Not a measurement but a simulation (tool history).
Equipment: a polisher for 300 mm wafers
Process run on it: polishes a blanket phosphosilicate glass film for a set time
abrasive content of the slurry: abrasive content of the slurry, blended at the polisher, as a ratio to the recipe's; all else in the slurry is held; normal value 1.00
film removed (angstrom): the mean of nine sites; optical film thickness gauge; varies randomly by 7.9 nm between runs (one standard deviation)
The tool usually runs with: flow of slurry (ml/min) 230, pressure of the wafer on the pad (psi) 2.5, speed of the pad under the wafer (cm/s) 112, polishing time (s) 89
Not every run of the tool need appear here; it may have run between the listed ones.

run,hour,flow of slurry (ml/min),pressure of the wafer on the pad (psi),speed of the pad under the wafer (cm/s),abrasive content of the slurry,polishing time (s),wafers since the last listed run,wafers polished on this pad,hours since the slurry nozzle was cleaned,hours since the head pressure was calibrated,hours since the slurry blender was calibrated,hours since the conditioning disc was replaced,"incoming thickness of the incoming film, nm",film removed (angstrom)
1,0.0,230,2.5,112,1.00,89,0,858,17.1,56.1,321.4,20.6,4127.1,6166
# hour 12.7: slurry blender recalibrated
2,15.1,230,2.5,112,1.00,89,77,935,32.2,71.2,2.4,35.7,4054.0,6027
3,21.7,180,2.5,112,1.00,89,38,974,38.8,77.8,9.0,42.3,4144.1,5764
4,38.9,180,2.5,112,1.00,89,101,1075,56.0,95.0,26.2,59.5,4167.5,5864
5,45.0,200,2.5,112,1.00,89,35,1111,62.1,101.1,32.3,65.6,4201.1,5871
6,58.8,230,2.5,112,1.00,89,81,1193,75.9,114.9,46.1,79.4,4133.7,6010
7,67.7,230,2.5,94,1.00,100,52,1245,84.8,123.8,55.0,88.3,4130.0,5933
8,85.6,230,2.5,112,0.80,89,105,1351,102.7,141.7,72.9,106.2,4132.5,5717
# hour 93.5: worn pad replaced by a new one
9,98.9,185,2.5,132,0.90,99,54,31,116.0,155.0,86.2,119.5,4067.2,7386
10,107.4,250,2.7,112,0.85,89,50,81,124.5,163.5,94.7,128.0,4117.6,6504
11,119.0,280,2.5,112,1.25,89,68,150,136.1,175.1,106.3,139.6,4126.3,6411
12,131.9,295,2.5,126,1.00,73,76,226,149.0,188.0,119.2,152.5,4115.3,5637
13,139.1,305,2.5,112,1.25,89,42,268,156.2,195.2,126.4,159.7,4095.6,6619
14,155.9,230,3.4,100,1.00,89,99,367,173.0,212.0,143.2,176.5,4130.1,7500
15,168.1,185,2.0,88,1.30,89,71,439,185.2,224.2,155.4,188.7,4134.7,4136
16,184.4,230,2.5,112,1.00,89,96,536,201.5,240.5,171.7,205.0,4135.5,6000
17,193.9,230,2.5,100,1.00,89,56,592,211.0,250.0,181.2,214.5,4101.9,5615
18,209.5,230,2.5,112,1.00,89,92,684,226.6,265.6,196.8,230.1,4150.8,6095
19,226.3,230,2.2,130,1.00,89,99,783,243.4,282.4,213.6,246.9,4118.2,5936
20,239.4,230,2.5,112,1.00,89,77,860,256.5,295.5,226.7,260.0,4077.4,6172
21,248.4,230,2.5,88,1.00,89,53,913,265.5,304.5,235.7,269.0,4130.7,5002
22,264.8,230,2.5,112,1.00,89,96,1010,281.9,320.9,252.1,285.4,4151.0,6059
23,272.7,230,2.9,140,1.00,89,46,1057,289.8,328.8,260.0,293.3,4219.3,8208
24,286.3,160,2.5,112,1.00,75,80,1137,303.4,342.4,273.6,306.9,4174.3,4920
25,295.8,270,2.5,112,1.00,65,56,1193,312.9,351.9,283.1,316.4,4166.1,4488
# hour 304.2: worn pad replaced by a new one
# hour 304.4: conditioning disc replaced and pad reconditioned
26,308.8,230,2.5,112,1.00,89,52,25,325.9,364.9,296.1,4.4,4078.3,6119

What if the next run were any one of these 4? Each begins from the tool's condition after run 26:
A,309.3,230,2.5,112,1.00,105,2,28,326.4,365.4,296.6,4.9,4191.1,?
B,309.3,230,3.2,112,1.00,117,2,28,326.4,365.4,296.6,4.9,4191.1,?
C,309.3,230,2.5,112,1.20,89,2,28,326.4,365.4,296.6,4.9,4191.1,?
D,309.3,230,2.0,112,1.00,89,2,28,326.4,365.4,296.6,4.9,4191.1,?

run,film removed (angstrom)
A,7216
B,10274
C,6380
D,4904
With the hidden condition removed and each run's random variation left untouched, the same runs would have given:
run,film removed (angstrom)
A,7216
B,10274
C,6380
D,4904
